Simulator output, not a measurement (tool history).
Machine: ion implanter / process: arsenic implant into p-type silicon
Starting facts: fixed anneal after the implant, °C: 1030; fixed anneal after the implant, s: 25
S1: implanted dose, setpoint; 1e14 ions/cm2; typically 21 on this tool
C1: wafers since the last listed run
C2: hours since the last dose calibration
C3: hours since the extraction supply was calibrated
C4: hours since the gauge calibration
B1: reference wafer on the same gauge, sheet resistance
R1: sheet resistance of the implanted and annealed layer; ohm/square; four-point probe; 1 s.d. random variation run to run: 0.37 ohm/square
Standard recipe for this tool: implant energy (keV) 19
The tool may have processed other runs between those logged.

run 1 hour=0 | S1=22.55 implant_energy_(keV)=14 | C1=0 C2=1331.7 C3=5261.8 C4=1218.6 | B1=84.84 | R1=94.91
run 2 hour=87.5 | S1=22.55 implant_energy_(keV)=14 | C1=1938 C2=1419.2 C3=5349.3 C4=1306.1 | B1=84.83 | R1=94.73
run 3 hour=165.2 | S1=21 implant_energy_(keV)=19 | C1=1721 C2=1496.9 C3=5427 C4=1383.8 | B1=84.79 | R1=91.36
run 4 hour=268.8 | S1=21 implant_energy_(keV)=19 | C1=2295 C2=1600.5 C3=5530.6 C4=1487.4 | B1=84.84 | R1=91
run 5 hour=360.4 | S1=21 implant_energy_(keV)=19 | C1=2029 C2=1692.1 C3=5622.2 C4=1579 | B1=84.87 | R1=91.34
run 6 hour=425.7 | S1=23.75 implant_energy_(keV)=16 | C1=1446 C2=1757.4 C3=5687.5 C4=1644.3 | B1=84.97 | R1=91.02
run 7 hour=500.8 | S1=23.75 implant_energy_(keV)=16 | C1=1663 C2=1832.5 C3=5762.6 C4=1719.4 | B1=84.72 | R1=90.67
-- hour=616.5 extraction supply calibrated
run 8 hour=781.7 | S1=23.75 implant_energy_(keV)=16 | C1=6045 C2=2113.4 C3=165.2 C4=2000.3 | B1=84.83 | R1=91.87
run 9 hour=861 | S1=23.38 implant_energy_(keV)=19 | C1=1756 C2=2192.7 C3=244.5 C4=2079.6 | B1=84.76 | R1=88.63
run 10 hour=910.9 | S1=21 implant_energy_(keV)=17 | C1=1105 C2=2242.6 C3=294.4 C4=2129.5 | B1=84.75 | R1=92.98
run 11 hour=976.6 | S1=21 implant_energy_(keV)=17 | C1=1455 C2=2308.3 C3=360.1 C4=2195.2 | B1=84.79 | R1=92.93
run 12 hour=1014.3 | S1=21 implant_energy_(keV)=17 | C1=835 C2=2346 C3=397.8 C4=2232.9 | B1=84.85 | R1=93.38
-- hour=1051.8 gauge calibrated
-- hour=1101.5 Faraday cup replaced and dose calibrated
run 13 hour=1113.8 | S1=21 implant_energy_(keV)=19 | C1=2027 C2=12.3 C3=497.3 C4=62 | B1=84.73 | R1=91.03
run 14 hour=1161.6 | S1=16.31 implant_energy_(keV)=19 | C1=1058 C2=60.1 C3=545.1 C4=109.8 | B1=84.94 | R1=99.3
run 15 hour=1213.5 | S1=15.02 implant_energy_(keV)=21.5 | C1=1149 C2=112 C3=597 C4=161.7 | B1=84.83 | R1=100.3
run 16 hour=1288.1 | S1=21 implant_energy_(keV)=19 | C1=1652 C2=186.6 C3=671.6 C4=236.3 | B1=84.86 | R1=91.64
run 17 hour=1358.5 | S1=25.48 implant_energy_(keV)=14.5 | C1=1559 C2=257 C3=742 C4=306.7 | B1=84.91 | R1=90.7
run 18 hour=1416.8 | S1=21 implant_energy_(keV)=19 | C1=1291 C2=315.3 C3=800.3 C4=365 | B1=84.65 | R1=91.41
run 19 hour=1522.4 | S1=21 implant_energy_(keV)=19 | C1=2339 C2=420.9 C3=905.9 C4=470.6 | B1=84.66 | R1=91.14
run 20 hour=1578.5 | S1=18.22 implant_energy_(keV)=23 | C1=1242 C2=477 C3=962 C4=526.7 | B1=84.88 | R1=91.73
run 21 hour=1684.4 | S1=26.87 implant_energy_(keV)=14 | C1=2346 C2=582.9 C3=1067.9 C4=632.6 | B1=84.79 | R1=90.44
run 22 hour=1767.9 | S1=17.81 implant_energy_(keV)=12.5 | C1=1849 C2=666.4 C3=1151.4 C4=716.1 | B1=84.82 | R1=102.31
run 23 hour=1805.6 | S1=23.52 implant_energy_(keV)=19 | C1=835 C2=704.1 C3=1189.1 C4=753.8 | B1=84.81 | R1=88.55
run 24 hour=1890 | S1=24.71 implant_energy_(keV)=22.5 | C1=1869 C2=788.5 C3=1273.5 C4=838.2 | B1=84.84 | R1=84.45
run 25 hour=2089.1 | S1=21 implant_energy_(keV)=19 | C1=4410 C2=987.6 C3=1472.6 C4=1037.3 | B1=84.83 | R1=91.04
run 26 hour=2136.2 | S1=21 implant_energy_(keV)=19 | C1=1043 C2=1034.7 C3=1519.7 C4=1084.4 | B1=84.85 | R1=91.14
run 27 hour=2219.8 | S1=27 implant_energy_(keV)=16 | C1=1852 C2=1118.3 C3=1603.3 C4=1168 | B1=84.69 | R1=88.59
run 28 hour=2267.2 | S1=15.04 implant_energy_(keV)=16.5 | C1=1050 C2=1165.7 C3=1650.7 C4=1215.4 | B1=84.76 | R1=105.72
run 29 hour=2554.7 | S1=16.66 implant_energy_(keV)=19 | C1=6369 C2=1453.2 C3=1938.2 C4=1502.9 | B1=84.69 | R1=98.01
run 30 hour=2635.4 | S1=21 implant_energy_(keV)=19 | C1=1787 C2=1533.9 C3=2018.9 C4=1583.6 | B1=84.71 | R1=91.27
run 31 hour=2706 | S1=25.03 implant_energy_(keV)=13.5 | C1=1564 C2=1604.5 C3=2089.5 C4=1654.2 | B1=84.72 | R1=93.32
run 32 hour=2790.6 | S1=24.33 implant_energy_(keV)=13 | C1=1874 C2=1689.1 C3=2174.1 C4=1738.8 | B1=84.72 | R1=93.45
run 33 hour=2856.9 | S1=17.03 implant_energy_(keV)=22.5 | C1=1468 C2=1755.4 C3=2240.4 C4=1805.1 | B1=84.66 | R1=95.08
run 34 hour=2902.9 | S1=21 implant_energy_(keV)=25 | C1=1019 C2=1801.4 C3=2286.4 C4=1851.1 | B1=84.93 | R1=86.12
run 35 hour=2967.4 | S1=21 implant_energy_(keV)=22 | C1=1428 C2=1865.9 C3=2350.9 C4=1915.6 | B1=84.71 | R1=88.34
run 36 hour=3094.1 | S1=23.75 implant_energy_(keV)=16 | C1=2806 C2=1992.6 C3=2477.6 C4=2042.3 | B1=84.63 | R1=92.3
run 37 hour=3190.8 | S1=21 implant_energy_(keV)=19 | C1=2142 C2=2089.3 C3=2574.3 C4=2139 | B1=84.8 | R1=90.73

Here are 4 independent what-if runs from the current tool condition. What would each one return?
run A hour=3191.2 | S1=18.9 implant_energy_(keV)=19 | C1=8 C2=2089.7 C3=2574.7 C4=2139.4 | B1=? | R1=?
run B hour=3191.2 | S1=18.12 implant_energy_(keV)=13.5 | C1=8 C2=2089.7 C3=2574.7 C4=2139.4 | B1=? | R1=?
run C hour=3191.2 | S1=16.08 implant_energy_(keV)=21.5 | C1=8 C2=2089.7 C3=2574.7 C4=2139.4 | B1=? | R1=?
run D hour=3191.2 | S1=22.73 implant_energy_(keV)=24.5 | C1=8 C2=2089.7 C3=2574.7 C4=2139.4 | B1=? | R1=?

run=A B1=84.81 R1=94.36
run=B B1=84.81 R1=100.81
run=C B1=84.81 R1=97.77
run=D B1=84.81 R1=84.07
Without the tool's hidden state the same runs would have given:
run=A R1=94.36
run=B R1=100.81
run=C R1=97.77
run=D R1=84.07
